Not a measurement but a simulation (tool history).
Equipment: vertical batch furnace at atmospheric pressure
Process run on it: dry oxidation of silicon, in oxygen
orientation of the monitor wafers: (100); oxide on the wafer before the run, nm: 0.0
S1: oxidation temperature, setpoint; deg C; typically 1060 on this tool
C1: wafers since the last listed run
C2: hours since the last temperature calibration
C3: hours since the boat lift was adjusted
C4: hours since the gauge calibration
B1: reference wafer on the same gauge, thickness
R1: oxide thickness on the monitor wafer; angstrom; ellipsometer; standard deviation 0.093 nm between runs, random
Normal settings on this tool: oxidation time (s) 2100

Run 1, hour 0.0: usual settings; C1 0; C2 1564.9; C3 2192.9; C4 171.2; B1 66.50. Result: R1 583.5 angstrom.
Run 2, hour 11.1: usual settings; C1 123; C2 1576.0; C3 2204.0; C4 182.3; B1 66.53. Result: R1 584.7 angstrom.
Run 3, hour 23.9: usual settings; C1 141; C2 1588.8; C3 2216.8; C4 195.1; B1 66.50. Result: R1 583.3 angstrom.
Run 4, hour 35.0: usual settings; C1 123; C2 1599.9; C3 2227.9; C4 206.2; B1 66.48. Result: R1 583.6 angstrom.
Run 5, hour 42.3: usual settings; C1 80; C2 1607.2; C3 2235.2; C4 213.5; B1 66.52. Result: R1 583.6 angstrom.
Run 6, hour 61.2: usual settings; C1 209; C2 1626.1; C3 2254.1; C4 232.4; B1 66.51. Result: R1 582.2 angstrom.
Run 7, hour 72.1: usual settings; C1 120; C2 1637.0; C3 2265.0; C4 243.3; B1 66.52. Result: R1 581.8 angstrom.
Run 8, hour 82.3: usual settings; C1 113; C2 1647.2; C3 2275.2; C4 253.5; B1 66.52. Result: R1 584.5 angstrom.
Run 9, hour 89.3: usual settings; C1 77; C2 1654.2; C3 2282.2; C4 260.5; B1 66.53. Result: R1 583.1 angstrom.
Run 10, hour 105.6: usual settings; C1 180; C2 1670.5; C3 2298.5; C4 276.8; B1 66.53. Result: R1 581.5 angstrom.
Run 11, hour 124.3: usual settings; C1 207; C2 1689.2; C3 2317.2; C4 295.5; B1 66.47. Result: R1 581.5 angstrom.
Run 12, hour 134.5: usual settings; C1 113; C2 1699.4; C3 2327.4; C4 305.7; B1 66.49. Result: R1 581.9 angstrom.
Run 13, hour 150.9: usual settings; C1 181; C2 1715.8; C3 2343.8; C4 322.1; B1 66.49. Result: R1 582.3 angstrom.
Run 14, hour 167.8: usual settings but S1 1083 deg C, oxidation time (s) 2670; C1 187; C2 1732.7; C3 2360.7; C4 339.0; B1 66.52. Result: R1 810.7 angstrom.
Run 15, hour 175.7: usual settings but S1 1036 deg C, oxidation time (s) 2730; C1 87; C2 1740.6; C3 2368.6; C4 346.9; B1 66.52. Result: R1 556.9 angstrom.
Run 16, hour 234.4: usual settings but S1 1076 deg C, oxidation time (s) 1740; C1 650; C2 1799.3; C3 2427.3; C4 405.6; B1 66.49. Result: R1 589.6 angstrom.
Run 17, hour 253.1: usual settings; C1 207; C2 1818.0; C3 2446.0; C4 424.3; B1 66.50. Result: R1 581.8 angstrom.
At hour 253.8: gauge calibrated.
At hour 282.2: boat lift adjusted.
At hour 302.5: thermocouples replaced and temperature profile calibrated.
Run 18, hour 303.0: usual settings; C1 61; C2 0.5; C3 20.8; C4 49.2; B1 66.51. Result: R1 602.0 angstrom.
Run 19, hour 307.8: usual settings but S1 1037 deg C, oxidation time (s) 1620; C1 53; C2 5.3; C3 25.6; C4 54.0; B1 66.52. Result: R1 423.2 angstrom.
Run 20, hour 312.5: usual settings; C1 52; C2 10.0; C3 30.3; C4 58.7; B1 66.51. Result: R1 601.2 angstrom.
Run 21, hour 317.2: usual settings; C1 52; C2 14.7; C3 35.0; C4 63.4; B1 66.51. Result: R1 599.8 angstrom.
Run 22, hour 321.9: usual settings; C1 52; C2 19.4; C3 39.7; C4 68.1; B1 66.51. Result: R1 600.6 angstrom.
Run 23, hour 330.5: usual settings but oxidation time (s) 1230; C1 95; C2 28.0; C3 48.3; C4 76.7; B1 66.52. Result: R1 436.9 angstrom.
Run 24, hour 374.4: usual settings but S1 1053 deg C, oxidation time (s) 2970; C1 486; C2 71.9; C3 92.2; C4 120.6; B1 66.52. Result: R1 702.7 angstrom.
Run 25, hour 386.6: usual settings; C1 135; C2 84.1; C3 104.4; C4 132.8; B1 66.52. Result: R1 600.8 angstrom.
Run 26, hour 403.0: usual settings but S1 1083 deg C; C1 181; C2 100.5; C3 120.8; C4 149.2; B1 66.47. Result: R1 719.6 angstrom.
Run 27, hour 414.8: usual settings but S1 1067 deg C, oxidation time (s) 1350; C1 130; C2 112.3; C3 132.6; C4 161.0; B1 66.47. Result: R1 486.5 angstrom.

Predict each of these 4 candidate next runs independently; none follows another, all start after run 27:
Run A, hour 419.6: usual settings but oxidation time (s) 1500; C1 53; C2 117.1; C3 137.4; C4 165.8; B1 ?. Result: R1 ?.
Run B, hour 419.6: usual settings but S1 1040 deg C; C1 53; C2 117.1; C3 137.4; C4 165.8; B1 ?. Result: R1 ?.
Run C, hour 419.6: usual settings but S1 1067 deg C, oxidation time (s) 2850; C1 53; C2 117.1; C3 137.4; C4 165.8; B1 ?. Result: R1 ?.
Run D, hour 419.6: usual settings but S1 1035 deg C, oxidation time (s) 1740; C1 53; C2 117.1; C3 137.4; C4 165.8; B1 ?. Result: R1 ?.

run     B1     R1
  A  66.50  491.4
  B  66.50  508.7
  C  66.50  769.8
  D  66.50  435.2
Without the tool's hidden state the same runs would have given:
run     R1
  A  493.2
  B  510.7
  C  772.6
  D  436.9

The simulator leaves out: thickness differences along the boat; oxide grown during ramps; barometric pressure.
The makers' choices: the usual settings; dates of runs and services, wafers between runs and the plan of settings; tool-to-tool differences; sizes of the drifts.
